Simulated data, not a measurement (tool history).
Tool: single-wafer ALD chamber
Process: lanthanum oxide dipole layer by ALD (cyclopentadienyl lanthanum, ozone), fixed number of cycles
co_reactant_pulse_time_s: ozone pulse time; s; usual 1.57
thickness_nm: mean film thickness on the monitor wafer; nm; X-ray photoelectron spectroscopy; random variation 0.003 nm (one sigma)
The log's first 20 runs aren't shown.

run     day  co_reactant_pulse_time_s  read-back reference wafer on the same gauge, thickness_nm  thickness_nm
 21  42.179                      1.57                                                      0.463         0.479
 22  44.612                      1.91                                                      0.462         0.513
 23  47.304                      1.40                                                      0.463         0.452
 24  49.717                      1.81                                                      0.462         0.494
 25  51.475                      1.92                                                      0.462         0.510
 26  53.558                      1.57                                                      0.462         0.466
 27  54.979                      1.96                                                      0.461         0.501
     56.362  -- ozone generator serviced, repeated, since the last time left the tool worse
 28  57.158                      1.84                                                      0.462         0.542
 29  58.592                      1.89                                                      0.462         0.543
 30  61.033                      1.25                                                      0.462         0.498
 31  62.858                      1.57                                                      0.463         0.531
 32  65.504                      1.86                                                      0.461         0.541
 33  69.612                      1.57                                                      0.463         0.526
 34  70.683                      1.13                                                      0.463         0.478

Forecast each of these 4 alternatives for the next run:
  A  70.700                      2.05                                                          ?             ?
  B  70.700                      1.27                                                          ?             ?
  C  70.700                      1.82                                                          ?             ?
  D  70.700                      2.02                                                          ?             ?

run  read-back reference wafer on the same gauge, thickness_nm  thickness_nm
  A                                                      0.462         0.546
  B                                                      0.462         0.498
  C                                                      0.462         0.539
  D                                                      0.462         0.545
Without the tool's hidden state the same runs would have given:
run  thickness_nm
  A         0.549
  B         0.508
  C         0.544
  D         0.549
